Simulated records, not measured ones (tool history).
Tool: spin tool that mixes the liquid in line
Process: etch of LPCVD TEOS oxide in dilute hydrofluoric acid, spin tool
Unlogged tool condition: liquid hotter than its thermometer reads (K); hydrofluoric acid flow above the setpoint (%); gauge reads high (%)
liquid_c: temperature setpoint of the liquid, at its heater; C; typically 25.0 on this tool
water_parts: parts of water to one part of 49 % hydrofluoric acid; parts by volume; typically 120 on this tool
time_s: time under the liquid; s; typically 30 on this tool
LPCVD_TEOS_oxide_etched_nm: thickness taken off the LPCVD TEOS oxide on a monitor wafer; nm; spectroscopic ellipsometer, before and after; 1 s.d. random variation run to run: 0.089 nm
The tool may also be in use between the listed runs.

| run | hour | liquid_c | water_parts | time_s | wafers since the last listed run | hours since the thermometer was replaced | hours since the hydrofluoric acid flow meter was replaced | hours since the gauge calibration | read-back film thickness of the LPCVD TEOS oxide reference wafer, read on the same gauge (nm) | LPCVD_TEOS_oxide_etched_nm |
|---|---|---|---|---|---|---|---|---|---|---|
| 1 | 0.0 | 26.5 | 120 | 30 | 0 | 61.2 | 20.6 | 420.1 | 70.02 | 13.74 |
| 2 | 67.2 | 26.5 | 120 | 30 | 941 | 128.4 | 87.8 | 487.3 | 69.95 | 13.77 |
| 3 | 120.6 | 26.5 | 120 | 30 | 748 | 181.8 | 141.2 | 540.7 | 69.98 | 14.01 |
| 4 | 161.7 | 25.0 | 120 | 30 | 575 | 222.9 | 182.3 | 581.8 | 70.01 | 13.24 |
| 5 | 227.2 | 25.0 | 120 | 30 | 917 | 288.4 | 247.8 | 647.3 | 70.01 | 13.43 |
| 6 | 282.6 | 25.0 | 120 | 30 | 776 | 343.8 | 303.2 | 702.7 | 70.01 | 13.59 |
| 7 | 330.9 | 25.0 | 120 | 30 | 676 | 392.1 | 351.5 | 751.0 | 69.99 | 13.44 |
| 8 | 409.2 | 25.0 | 120 | 30 | 1096 | 470.4 | 429.8 | 829.3 | 70.01 | 13.83 |
|  | 446.1 | thermometer replaced |
| 9 | 482.4 | 20.0 | 155 | 15 | 1011 | 36.3 | 503.0 | 902.5 | 70.01 | 4.24 |
| 10 | 570.7 | 25.0 | 120 | 20 | 1236 | 124.6 | 591.3 | 990.8 | 70.05 | 9.27 |
|  | 651.1 | gauge calibrated |
| 11 | 661.4 | 29.0 | 80 | 35 | 1270 | 215.3 | 682.0 | 10.3 | 69.98 | 30.89 |
|  | 707.6 | hydrofluoric acid flow meter replaced |
| 12 | 751.4 | 25.0 | 120 | 30 | 1246 | 305.3 | 43.8 | 100.3 | 69.97 | 13.09 |
| 13 | 816.4 | 25.0 | 120 | 30 | 910 | 370.3 | 108.8 | 165.3 | 70.01 | 13.28 |
| 14 | 917.8 | 21.0 | 120 | 30 | 1420 | 471.7 | 210.2 | 266.7 | 69.99 | 11.43 |
|  | 963.5 | thermometer replaced |
| 15 | 989.4 | 28.0 | 75 | 30 | 989 | 25.9 | 281.8 | 338.3 | 70.03 | 25.70 |
| 16 | 1079.8 | 25.0 | 120 | 30 | 1266 | 116.3 | 372.2 | 428.7 | 69.96 | 13.75 |
| 17 | 1117.2 | 22.5 | 120 | 30 | 523 | 153.7 | 409.6 | 466.1 | 69.99 | 12.33 |

4 ways to go on from here, each from the tool as it stands after run 17. What would each give?
| A | 1117.6 | 25.0 | 120 | 30 | 5 | 154.1 | 410.0 | 466.5 | ? | ? |
| B | 1117.6 | 20.5 | 100 | 30 | 5 | 154.1 | 410.0 | 466.5 | ? | ? |
| C | 1117.6 | 28.5 | 180 | 20 | 5 | 154.1 | 410.0 | 466.5 | ? | ? |
| D | 1117.6 | 25.0 | 145 | 45 | 5 | 154.1 | 410.0 | 466.5 | ? | ? |

| run | read-back film thickness of the LPCVD TEOS oxide reference wafer, read on the same gauge (nm) | LPCVD_TEOS_oxide_etched_nm |
|---|---|---|
| A | 70.02 | 13.83 |
| B | 70.02 | 14.17 |
| C | 70.02 | 6.53 |
| D | 70.02 | 16.68 |
Take away the tool's hidden state, keep each run's random variation, and the runs would have read:
| run | LPCVD_TEOS_oxide_etched_nm |
|---|---|
| A | 12.95 |
| B | 13.30 |
| C | 6.09 |
| D | 15.60 |
